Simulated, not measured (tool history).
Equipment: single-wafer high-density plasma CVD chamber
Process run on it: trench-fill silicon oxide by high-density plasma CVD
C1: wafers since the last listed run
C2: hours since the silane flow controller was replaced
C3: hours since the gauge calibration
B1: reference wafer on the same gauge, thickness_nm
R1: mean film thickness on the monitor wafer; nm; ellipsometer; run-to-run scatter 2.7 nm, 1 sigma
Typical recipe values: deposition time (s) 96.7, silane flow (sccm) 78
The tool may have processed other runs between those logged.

{"run": 1, "hour": 0.0, "deposition time (s)": 96.7, "silane flow (sccm)": 84, "C1": 0, "C2": 1695.9, "C3": 20.8, "B1": 816.282, "R1": 846.223}
{"run": 2, "hour": 35.5, "deposition time (s)": 82.1, "silane flow (sccm)": 78, "C1": 545, "C2": 1731.4, "C3": 56.3, "B1": 815.248, "R1": 666.68}
{"run": 3, "hour": 56.2, "deposition time (s)": 82.1, "silane flow (sccm)": 78, "C1": 317, "C2": 1752.1, "C3": 77.0, "B1": 815.869, "R1": 671.407}
{"run": 4, "hour": 85.7, "deposition time (s)": 82.1, "silane flow (sccm)": 78, "C1": 452, "C2": 1781.6, "C3": 106.5, "B1": 815.817, "R1": 670.132}
{"run": 5, "hour": 98.6, "deposition time (s)": 96.7, "silane flow (sccm)": 78, "C1": 198, "C2": 1794.5, "C3": 119.4, "B1": 815.505, "R1": 791.022}
{"run": 6, "hour": 125.9, "deposition time (s)": 96.7, "silane flow (sccm)": 78, "C1": 419, "C2": 1821.8, "C3": 146.7, "B1": 816.331, "R1": 788.37}
{"run": 7, "hour": 138.1, "deposition time (s)": 96.7, "silane flow (sccm)": 83, "C1": 187, "C2": 1834.0, "C3": 158.9, "B1": 815.623, "R1": 840.759}
{"run": 8, "hour": 161.5, "deposition time (s)": 96.7, "silane flow (sccm)": 78, "C1": 359, "C2": 1857.4, "C3": 182.3, "B1": 816.637, "R1": 788.541}
{"run": 9, "hour": 190.6, "deposition time (s)": 96.7, "silane flow (sccm)": 78, "C1": 446, "C2": 1886.5, "C3": 211.4, "B1": 816.25, "R1": 794.809}
{"run": 10, "hour": 226.5, "deposition time (s)": 96.7, "silane flow (sccm)": 78, "C1": 551, "C2": 1922.4, "C3": 247.3, "B1": 816.241, "R1": 790.596}
{"run": 11, "hour": 310.1, "deposition time (s)": 96.7, "silane flow (sccm)": 78, "C1": 1283, "C2": 2006.0, "C3": 330.9, "B1": 815.932, "R1": 787.815}
{"run": 12, "hour": 337.5, "deposition time (s)": 113.0, "silane flow (sccm)": 73, "C1": 420, "C2": 2033.4, "C3": 358.3, "B1": 816.294, "R1": 867.637}
{"run": 13, "hour": 360.3, "deposition time (s)": 88.4, "silane flow (sccm)": 83, "C1": 350, "C2": 2056.2, "C3": 381.1, "B1": 816.817, "R1": 766.722}
{"run": 14, "hour": 394.0, "deposition time (s)": 96.7, "silane flow (sccm)": 78, "C1": 517, "C2": 2089.9, "C3": 414.8, "B1": 815.536, "R1": 791.86}
{"run": 15, "hour": 427.1, "deposition time (s)": 110.8, "silane flow (sccm)": 71, "C1": 508, "C2": 2123.0, "C3": 447.9, "B1": 816.733, "R1": 836.401}
{"hour": 436.9, "done": "silane flow controller replaced"}
{"run": 16, "hour": 462.3, "deposition time (s)": 86.3, "silane flow (sccm)": 72, "C1": 417, "C2": 25.4, "C3": 483.1, "B1": 815.435, "R1": 652.369}
{"run": 17, "hour": 489.6, "deposition time (s)": 96.7, "silane flow (sccm)": 89, "C1": 419, "C2": 52.7, "C3": 510.4, "B1": 815.711, "R1": 891.678}
{"hour": 516.8, "done": "gauge calibrated"}
{"run": 18, "hour": 522.3, "deposition time (s)": 106.8, "silane flow (sccm)": 91, "C1": 502, "C2": 85.4, "C3": 5.5, "B1": 815.885, "R1": 1011.825}
{"run": 19, "hour": 552.8, "deposition time (s)": 96.7, "silane flow (sccm)": 78, "C1": 468, "C2": 115.9, "C3": 36.0, "B1": 815.575, "R1": 787.64}
{"run": 20, "hour": 578.4, "deposition time (s)": 96.7, "silane flow (sccm)": 78, "C1": 393, "C2": 141.5, "C3": 61.6, "B1": 815.69, "R1": 789.778}
{"run": 21, "hour": 611.4, "deposition time (s)": 90.9, "silane flow (sccm)": 72, "C1": 506, "C2": 174.5, "C3": 94.6, "B1": 815.934, "R1": 687.733}
{"run": 22, "hour": 631.7, "deposition time (s)": 96.7, "silane flow (sccm)": 78, "C1": 311, "C2": 194.8, "C3": 114.9, "B1": 815.94, "R1": 791.697}
{"run": 23, "hour": 664.1, "deposition time (s)": 87.6, "silane flow (sccm)": 78, "C1": 497, "C2": 227.2, "C3": 147.3, "B1": 816.118, "R1": 713.508}

Each row is a separate what-if for the run after 23, all from the same tool condition, not one after another. Results?
{"run": "A", "hour": 664.5, "deposition time (s)": 96.7, "silane flow (sccm)": 90, "C1": 6, "C2": 227.6, "C3": 147.7, "B1": "?", "R1": "?"}
{"run": "B", "hour": 664.5, "deposition time (s)": 104.6, "silane flow (sccm)": 65, "C1": 6, "C2": 227.6, "C3": 147.7, "B1": "?", "R1": "?"}
{"run": "C", "hour": 664.5, "deposition time (s)": 113.4, "silane flow (sccm)": 78, "C1": 6, "C2": 227.6, "C3": 147.7, "B1": "?", "R1": "?"}
{"run": "D", "hour": 664.5, "deposition time (s)": 103.1, "silane flow (sccm)": 71, "C1": 6, "C2": 227.6, "C3": 147.7, "B1": "?", "R1": "?"}

run=A B1=815.682 R1=900.292
run=B B1=815.682 R1=720.121
run=C B1=815.682 R1=923.740
run=D B1=815.682 R1=769.814
Without the tool's hidden state the same runs would have given:
run=A R1=900.292
run=B R1=720.121
run=C R1=923.740
run=D R1=769.814
